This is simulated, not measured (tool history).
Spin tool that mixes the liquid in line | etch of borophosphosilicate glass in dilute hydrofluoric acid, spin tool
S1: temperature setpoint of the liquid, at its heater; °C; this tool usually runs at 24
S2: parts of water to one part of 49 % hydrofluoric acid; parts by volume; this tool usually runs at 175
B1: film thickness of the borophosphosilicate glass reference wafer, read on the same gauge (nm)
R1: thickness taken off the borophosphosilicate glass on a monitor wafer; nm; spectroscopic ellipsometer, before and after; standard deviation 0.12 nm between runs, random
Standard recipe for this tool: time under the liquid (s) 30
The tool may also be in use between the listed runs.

run 1 hour=0 | S1=24 S2=175 time_under_the_liquid_(s)=30 | B1=40 | R1=15.18
run 2 hour=19.4 | S1=24 S2=175 time_under_the_liquid_(s)=30 | B1=39.99 | R1=15.23
run 3 hour=43.7 | S1=24 S2=215 time_under_the_liquid_(s)=30 | B1=40.01 | R1=11.77
run 4 hour=62 | S1=24 S2=215 time_under_the_liquid_(s)=30 | B1=40 | R1=12.21
run 5 hour=91.3 | S1=24 S2=215 time_under_the_liquid_(s)=30 | B1=40.01 | R1=12.22
run 6 hour=104.4 | S1=24 S2=175 time_under_the_liquid_(s)=30 | B1=40.01 | R1=15.49
run 7 hour=134.1 | S1=24 S2=175 time_under_the_liquid_(s)=30 | B1=40 | R1=15.36
run 8 hour=153.3 | S1=24 S2=175 time_under_the_liquid_(s)=30 | B1=40 | R1=15.68
-- hour=168.2 gauge calibrated
run 9 hour=185.6 | S1=24 S2=175 time_under_the_liquid_(s)=30 | B1=39.99 | R1=15.77
run 10 hour=218.4 | S1=24 S2=175 time_under_the_liquid_(s)=30 | B1=40.01 | R1=16.02
run 11 hour=236.6 | S1=24 S2=175 time_under_the_liquid_(s)=30 | B1=40.01 | R1=15.98
run 12 hour=256.2 | S1=20.5 S2=175 time_under_the_liquid_(s)=30 | B1=40 | R1=14.06

Run 13 is up next; what results do you expect?
run 13 hour=283.9 | S1=24 S2=260 time_under_the_liquid_(s)=50 | B1=? | R1=?

{"run 13": {"B1": 40.02, "R1": 16.68}}
If the tool had no hidden condition, the same run with the same run-to-run variation would have returned R1 14.65 nm.
